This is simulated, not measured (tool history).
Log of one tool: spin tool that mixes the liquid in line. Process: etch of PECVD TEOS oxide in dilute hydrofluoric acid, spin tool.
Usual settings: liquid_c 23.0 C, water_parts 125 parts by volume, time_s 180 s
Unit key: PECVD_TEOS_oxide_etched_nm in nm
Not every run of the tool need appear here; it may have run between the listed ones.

run,hour,liquid_c,water_parts,time_s,wafers since the last listed run,hours since the thermometer was replaced,hours since the hydrofluoric acid flow meter was replaced,hours since the gauge calibration,"read-back film thickness of the PECVD TEOS oxide reference wafer, read on the same gauge (nm)",PECVD_TEOS_oxide_etched_nm
1,0.0,23.0,125,180,0,135.1,241.0,856.3,145.22,16.66
2,37.8,23.0,125,180,228,172.9,278.8,894.1,145.31,16.49
3,119.7,23.0,125,180,494,254.8,360.7,976.0,145.58,16.62
4,211.6,23.0,170,140,554,346.7,452.6,1067.9,145.82,9.11
# hour 368.6: hydrofluoric acid flow meter replaced
5,416.8,23.0,170,140,1232,551.9,48.2,1273.1,146.29,9.16
6,494.3,23.0,125,180,467,629.4,125.7,1350.6,146.43,16.65
7,547.5,23.0,125,180,321,682.6,178.9,1403.8,146.49,16.85
8,600.6,26.0,125,180,320,735.7,232.0,1456.9,146.57,18.71
9,757.0,26.0,125,180,943,892.1,388.4,1613.3,146.82,18.93
# hour 770.9: thermometer replaced
10,863.8,23.0,125,180,638,92.9,495.2,1720.1,146.90,16.81
# hour 911.5: hydrofluoric acid flow meter replaced
11,932.2,23.0,100,180,406,161.3,20.7,1788.5,146.96,21.74
12,999.7,23.0,100,180,407,228.8,88.2,1856.0,147.07,21.73
13,1059.6,23.0,100,180,361,288.7,148.1,1915.9,147.15,21.75
14,1152.4,23.0,140,180,559,381.5,240.9,2008.7,147.18,14.75
15,1240.6,20.0,125,180,532,469.7,329.1,2096.9,147.24,14.91
16,1329.7,19.5,125,150,537,558.8,418.2,2186.0,147.30,12.27
17,1366.6,23.0,100,180,222,595.7,455.1,2222.9,147.35,21.49
18,1436.1,23.0,95,240,419,665.2,524.6,2292.4,147.43,30.52
# hour 1508.0: hydrofluoric acid flow meter replaced
19,1518.8,21.0,140,250,492,747.9,10.8,2375.1,147.42,19.07
20,1603.0,23.0,95,235,508,832.1,95.0,2459.3,147.45,29.96
21,1681.1,23.0,125,230,471,910.2,173.1,2537.4,147.50,21.54
22,1761.8,27.5,110,180,486,990.9,253.8,2618.1,147.52,23.39
23,1828.2,23.0,150,180,400,1057.3,320.2,2684.5,147.52,13.64
# hour 1841.3: thermometer replaced
# hour 1861.7: gauge calibrated
24,1923.6,21.5,125,180,569,82.3,415.6,61.9,140.29,15.14
25,1968.2,23.0,125,180,269,126.9,460.2,106.5,140.63,16.00
# hour 1992.6: hydrofluoric acid flow meter replaced
26,2006.5,18.5,125,180,225,165.2,13.9,144.8,140.93,13.46
27,2078.0,18.5,180,260,431,236.7,85.4,216.3,141.39,12.82
28,2165.8,23.0,125,180,529,324.5,173.2,304.1,141.96,16.36
29,2265.2,23.0,125,180,599,423.9,272.6,403.5,142.55,16.44
30,2370.8,23.0,125,260,637,529.5,378.2,509.1,143.03,23.71
31,2468.5,23.0,125,180,589,627.2,475.9,606.8,143.44,16.44
# hour 2511.0: hydrofluoric acid flow meter replaced
32,2515.8,25.5,125,230,279,674.5,4.8,654.1,143.67,23.09

Branching from run 32: 4 alternative next runs. What would each branch give?
A,2516.3,23.0,70,180,3,675.0,5.3,654.6,?,?
B,2516.3,26.5,160,180,3,675.0,5.3,654.6,?,?
C,2516.3,24.5,145,180,3,675.0,5.3,654.6,?,?
D,2516.3,23.0,185,125,3,675.0,5.3,654.6,?,?

run,"read-back film thickness of the PECVD TEOS oxide reference wafer, read on the same gauge (nm)",PECVD_TEOS_oxide_etched_nm
A,143.60,31.71
B,143.60,14.24
C,143.60,14.83
D,143.60,7.29
With no hidden state in the tool, these same runs would have given:
run,PECVD_TEOS_oxide_etched_nm
A,30.90
B,13.88
C,14.46
D,7.11

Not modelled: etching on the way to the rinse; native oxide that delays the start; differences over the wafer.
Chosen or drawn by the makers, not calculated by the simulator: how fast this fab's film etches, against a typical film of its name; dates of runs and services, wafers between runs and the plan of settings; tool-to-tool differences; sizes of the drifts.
